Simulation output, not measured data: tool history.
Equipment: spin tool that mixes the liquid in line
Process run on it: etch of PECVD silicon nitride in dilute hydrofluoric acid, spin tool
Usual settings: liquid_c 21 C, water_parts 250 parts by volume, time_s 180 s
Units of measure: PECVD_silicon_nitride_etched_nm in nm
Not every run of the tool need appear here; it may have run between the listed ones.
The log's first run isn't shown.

| run | hour | liquid_c | water_parts | time_s | read-back film thickness of the PECVD silicon nitride reference wafer, read on the same gauge (nm) | PECVD_silicon_nitride_etched_nm |
|---|---|---|---|---|---|---|
| 2 | 77.7 | 19.5 | 250 | 125 | 89.942 | 1.381 |
| 3 | 158.2 | 21 | 250 | 180 | 89.961 | 2.136 |
| 4 | 207.7 | 21 | 250 | 180 | 89.979 | 2.177 |
| 5 | 314.4 | 21 | 250 | 180 | 90.064 | 2.263 |
|  | 346.2 | gauge calibrated |
|  | 364.6 | thermometer replaced |
| 6 | 387.7 | 23.5 | 250 | 180 | 89.98 | 2.626 |
| 7 | 436.4 | 23.5 | 250 | 180 | 89.99 | 2.639 |
| 8 | 497.7 | 21 | 250 | 180 | 90.035 | 2.291 |
|  | 589.6 | hydrofluoric acid flow meter replaced, repeated, since the last time left the tool worse |
| 9 | 712.3 | 21 | 250 | 180 | 90 | 2.024 |
| 10 | 794.3 | 21 | 250 | 220 | 89.965 | 2.383 |
| 11 | 894.7 | 21 | 250 | 180 | 89.989 | 1.973 |
| 12 | 953.6 | 21 | 285 | 95 | 90.016 | 0.944 |
| 13 | 992.2 | 17 | 305 | 220 | 90.003 | 1.609 |
| 14 | 1087.5 | 25.5 | 250 | 210 | 90.016 | 3.259 |
| 15 | 1167.5 | 21 | 250 | 180 | 89.984 | 2.075 |
|  | 1198 | thermometer replaced |
| 16 | 1211.3 | 18.5 | 210 | 180 | 90.001 | 2.023 |
| 17 | 1304.5 | 21 | 250 | 180 | 90.033 | 2.101 |
| 18 | 1384.8 | 21 | 140 | 75 | 89.999 | 1.499 |
| 19 | 1422.4 | 17.5 | 335 | 105 | 90.012 | 0.749 |
|  | 1434.6 | hydrofluoric acid flow meter replaced |
| 20 | 1458.9 | 25.5 | 205 | 140 | 90.002 | 2.432 |

Estimate the outcome of run 21 from the log above:
| 21 | 1542.9 | 21 | 250 | 275 | ? | ? |

{"run 21": {"read-back film thickness of the PECVD silicon nitride reference wafer, read on the same gauge (nm)": 90.023, "PECVD_silicon_nitride_etched_nm": 3.017}}
Minus the tool's unlogged condition, the same run would have read PECVD_silicon_nitride_etched_nm 2.967 nm.
